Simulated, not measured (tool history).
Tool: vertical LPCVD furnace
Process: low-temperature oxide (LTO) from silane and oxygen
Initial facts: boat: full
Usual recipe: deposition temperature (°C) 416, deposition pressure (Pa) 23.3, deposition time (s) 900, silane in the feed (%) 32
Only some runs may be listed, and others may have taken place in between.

run,hour,deposition temperature (°C),deposition pressure (Pa),deposition time (s),silane in the feed (%),"read-back reference wafer on the same gauge, thickness",film thickness on the monitor wafer in the middle of the boat (angstrom)
1,0,416,23.3,900,32,78.55,1005.9
2,27.6,416,20.7,900,29,78.47,776.8
3,40.9,416,20.7,900,29,78.54,777
4,73.3,416,23.3,900,32,78.46,1008.1
5,91.3,416,23.3,900,32,78.52,1007.1
6,119.4,416,23.3,900,32,78.5,1007.9
# hour 126.4: gauge calibrated
7,138.4,416,23.3,900,35,78.5,1136.8
# hour 170.3: thermocouples replaced and temperature profile calibrated
8,170.8,428,23.3,900,32,78.56,1171.6
# hour 209.5: silane flow controller replaced
9,224.7,416,27.3,900,32,78.48,1211.3
# hour 249.9: thermocouples replaced and temperature profile calibrated, repeated, since the last time left the tool worse
# hour 258.7: pressure gauge zeroed
10,259.9,416,20.7,900,32,78.49,866.1
11,272.2,416,23.3,900,32,78.47,980.2
12,307.6,416,23.3,900,32,78.56,977.1
13,333.4,411,23.3,1230,32,78.58,1265
14,347.6,416,28,900,32,78.54,1174.5

4 options for the next run, each taken on its own from the tool as it stands now. Forecast them:
A,351.4,416,23.3,900,32,?,?
B,351.4,416,23.3,900,34,?,?
C,351.4,416,23.3,900,27,?,?
D,351.4,408,28.7,900,28,?,?

run,"read-back reference wafer on the same gauge, thickness",film thickness on the monitor wafer in the middle of the boat (angstrom)
A,78.46,980.6
B,78.46,1063.7
C,78.46,768.7
D,78.46,908.8
Take away the tool's hidden state, keep each run's random variation, and the runs would have read:
run,film thickness on the monitor wafer in the middle of the boat (angstrom)
A,976.4
B,1059.2
C,765.3
D,904.7
